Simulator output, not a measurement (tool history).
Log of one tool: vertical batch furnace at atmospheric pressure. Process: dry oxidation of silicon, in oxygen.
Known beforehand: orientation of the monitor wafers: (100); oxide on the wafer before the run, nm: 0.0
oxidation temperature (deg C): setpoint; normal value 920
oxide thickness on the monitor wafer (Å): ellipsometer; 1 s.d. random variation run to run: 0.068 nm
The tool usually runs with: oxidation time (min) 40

run,hour,oxidation temperature (deg C),oxidation time (min),wafers since the last listed run,hours since the last temperature calibration,hours since the boat lift was adjusted,hours since the gauge calibration,"read-back reference wafer on the same gauge, thickness",oxide thickness on the monitor wafer (Å)
1,0,920,40,0,2881.1,4206,853.2,16.91,186.9
2,64.1,920,40,764,2945.2,4270.1,917.3,16.9,187.1
3,90.3,927,35.5,312,2971.4,4296.3,943.5,16.89,183.1
4,152.4,938,24.5,741,3033.5,4358.4,1005.6,16.9,159.8
5,212,920,24,711,3093.1,4418,1065.2,16.92,132.2
6,251,920,24,465,3132.1,4457,1104.2,16.9,132
7,302.2,920,24,610,3183.3,4508.2,1155.4,16.86,131.9
8,363.9,905,40,736,3245,4569.9,1217.1,16.91,159.6
9,433,905,40,824,3314.1,4639,1286.2,16.92,159.1
10,483,905,40,596,3364.1,4689,1336.2,16.9,158.7
11,535.1,920,40,621,3416.2,4741.1,1388.3,16.91,186.2
# hour 631.7: gauge calibrated
12,698.6,920,40,1950,3579.7,4904.6,66.9,16.89,184.1
13,759.1,920,40,721,3640.2,4965.1,127.4,16.87,184.4
14,787.1,920,48.5,334,3668.2,4993.1,155.4,16.88,210.5
# hour 958.9: thermocouples replaced and temperature profile calibrated
15,979.6,920,48.5,2010,20.7,5185.6,347.9,16.93,211.4
16,1035.2,920,48.5,663,76.3,5241.2,403.5,16.92,209.3
17,1071.4,939,26,431,112.5,5277.4,439.7,16.92,168.7
18,1103.1,910,33.5,378,144.2,5309.1,471.4,16.94,148.1
19,1155,920,29.5,619,196.1,5361,523.3,16.93,150.4
20,1189.9,920,32,416,231,5395.9,558.2,16.9,159
# hour 1240.6: boat lift adjusted
21,1241.1,920,40,324,282.2,0.5,609.4,16.91,182.3
22,1262.2,931,28,251,303.3,21.6,630.5,16.9,158
23,1312.2,920,40,596,353.3,71.6,680.5,16.89,180.3
24,1344.1,920,54,380,385.2,103.5,712.4,16.93,221.4
25,1413.9,933,48,832,455,173.3,782.2,16.9,231.1
26,1471.4,931,55.5,686,512.5,230.8,839.7,16.92,249.8
27,1501.8,929,46.5,362,542.9,261.2,870.1,16.91,217.9
28,1554.5,904,58,628,595.6,313.9,922.8,16.91,194.9
29,1596.6,920,48.5,502,637.7,356,964.9,16.88,205.3
30,1656.8,920,40,718,697.9,416.2,1025.1,16.87,180.8
31,1684.9,920,40,335,726,444.3,1053.2,16.89,181
32,1745.5,901,59.5,723,786.6,504.9,1113.8,16.88,195
# hour 1784.9: boat lift adjusted, repeated, since the last time left the tool worse
33,1809.5,920,40,477,850.6,24.6,1177.8,16.91,188.2
34,1845.9,920,40,434,887,61,1214.2,16.89,188.7
35,1893.2,920,40,564,934.3,108.3,1261.5,16.89,190.3
36,1935.8,920,24,508,976.9,150.9,1304.1,16.89,134.5
37,1964.4,899,55,341,1005.5,179.5,1332.7,16.86,189.7
38,2003.4,908,45.5,465,1044.5,218.5,1371.7,16.89,184
39,2036.6,928,23.5,396,1077.7,251.7,1404.9,16.9,143.4

Below are 4 alternative next runs, each starting from the tool's condition after run 39. Predict each:
A,2041.5,920,40,58,1082.6,256.6,1409.8,?,?
B,2041.5,920,56.5,58,1082.6,256.6,1409.8,?,?
C,2041.5,942,47,58,1082.6,256.6,1409.8,?,?
D,2041.5,931,31,58,1082.6,256.6,1409.8,?,?

run,"read-back reference wafer on the same gauge, thickness",oxide thickness on the monitor wafer (Å)
A,16.94,188.8
B,16.94,237.1
C,16.94,261.2
D,16.94,177
The same runs, with their run-to-run variation unchanged, on a tool lacking any hidden condition would have given:
run,oxide thickness on the monitor wafer (Å)
A,189.8
B,238.3
C,262.6
D,177.9
